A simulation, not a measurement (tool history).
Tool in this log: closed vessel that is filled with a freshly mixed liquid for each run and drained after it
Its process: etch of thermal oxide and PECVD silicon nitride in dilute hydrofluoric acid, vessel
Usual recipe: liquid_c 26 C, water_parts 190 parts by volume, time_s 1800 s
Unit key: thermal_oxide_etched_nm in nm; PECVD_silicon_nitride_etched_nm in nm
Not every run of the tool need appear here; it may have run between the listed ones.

run     day  liquid_c  water_parts  time_s  read-back film thickness of the thermal oxide reference wafer, read on the same gauge (nm)  read-back film thickness of the PECVD silicon nitride reference wafer, read on the same gauge (nm)  thermal_oxide_etched_nm  PECVD_silicon_nitride_etched_nm
  1       0        26          190    1800                                                                                       50.01                                                                                              119.99                    47.11                            74.84
  2   2.933        26          190    1800                                                                                       49.99                                                                                              119.98                    47.22                            75.53
  3   6.067        26          190    1800                                                                                       50.02                                                                                              120.03                     47.3                            75.91
  4   9.654        26          190    2420                                                                                          50                                                                                              119.98                    64.77                           102.55
  5  11.438        26          135    1465                                                                                       50.01                                                                                              120.01                     58.3                             87.3
  6  12.979        26          190    1800                                                                                          50                                                                                              119.95                    48.05                            76.34
     15.279  -- hydrofluoric acid flow meter replaced
  7  16.829        26          190    1800                                                                                       49.99                                                                                                 120                    45.67                            73.94
     18.025  -- thermometer replaced
  8  20.888      27.5          190    2280                                                                                       49.99                                                                                              119.97                    62.58                           103.12
  9  24.846        24          280     720                                                                                       50.04                                                                                              120.01                    10.62                            17.73
 10  29.121        26          190    1800                                                                                       50.02                                                                                              119.94                    46.41                            74.55
     32.279  -- gauge calibrated
 11  33.517        26          190    1800                                                                                       50.01                                                                                              119.99                    47.18                            74.96
 12  35.996        28          285    2865                                                                                       49.99                                                                                              119.97                     48.4                            89.39
 13  38.158        26          190    2460                                                                                          50                                                                                              119.98                    65.76                           103.29
 14  42.238        30          245    2415                                                                                       50.02                                                                                                 120                    53.99                           100.33
 15  45.546        21          245    1800                                                                                       50.01                                                                                                 120                    29.09                            43.04

3 options for the next run, each taken on its own from the tool as it stands now. Forecast them:
  A  45.592        26          190    1800                                                                                           ?                                                                                                   ?                        ?                                ?
  B  45.592        28          240     745                                                                                           ?                                                                                                   ?                        ?                                ?
  C  45.592      23.5          140    1045                                                                                           ?                                                                                                   ?                        ?                                ?

run  read-back film thickness of the thermal oxide reference wafer, read on the same gauge (nm)  read-back film thickness of the PECVD silicon nitride reference wafer, read on the same gauge (nm)  thermal_oxide_etched_nm  PECVD_silicon_nitride_etched_nm
  A                                                                                       49.97                                                                                              119.97                    47.76                            75.92
  B                                                                                       49.97                                                                                              119.97                    15.91                            28.09
  C                                                                                       49.97                                                                                              119.97                    36.19                            50.87
Stripped of hidden state, with their random variation kept, the same runs would have yielded:
run  thermal_oxide_etched_nm  PECVD_silicon_nitride_etched_nm
  A                    45.35                            72.74
  B                    15.07                             26.9
  C                    34.44                            48.77
